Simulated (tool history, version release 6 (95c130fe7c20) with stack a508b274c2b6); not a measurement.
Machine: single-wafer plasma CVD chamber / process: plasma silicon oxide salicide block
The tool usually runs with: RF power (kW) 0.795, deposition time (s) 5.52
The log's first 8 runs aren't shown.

run,hour,RF power (kW),deposition time (s),wafers since the last listed run,hours since the last RF generator calibration,hours since the showerhead was replaced,hours since the gauge calibration,"read-back reference wafer on the same gauge, thickness_nm",mean film thickness on the monitor wafer (angstrom)
9,103.4,0.795,5.52,163,1800.3,7589,289.6,59.385,611.36
10,111.1,0.795,5.52,177,1808,7596.7,297.3,59.389,611.27
11,124.6,0.795,5.52,311,1821.5,7610.2,310.8,59.398,610.67
12,141.2,0.795,5.52,383,1838.1,7626.8,327.4,59.411,610.37
13,155.5,0.795,5.52,330,1852.4,7641.1,341.7,59.394,610.57
# hour 165: RF generator calibrated
14,169.6,0.74,4.88,140,4.6,7655.2,355.8,59.416,529.66
# hour 188.8: showerhead replaced
15,189.3,0.74,4.88,270,24.3,0.5,375.5,59.406,531.33
16,197.1,0.795,5.52,180,32.1,8.3,383.3,59.421,612.17
17,207.2,0.795,4.87,233,42.2,18.4,393.4,59.391,538.87
18,224.7,0.795,5.52,403,59.7,35.9,410.9,59.395,612.05
19,234,0.795,4.57,214,69,45.2,420.2,59.425,506.14
20,240.2,0.795,5.52,143,75.2,51.4,426.4,59.425,610.87
21,256.8,0.795,4.9,383,91.8,68,443,59.407,543.84

What will run 22 give?
22,265.9,0.665,5.1,210,100.9,77.1,452.1,?,?

{"run 22": {"read-back reference wafer on the same gauge, thickness_nm": 59.405, "mean film thickness on the monitor wafer (angstrom)": 541.68}}
With no hidden state in the tool, this same run would have given mean film thickness on the monitor wafer (angstrom) 541.68.
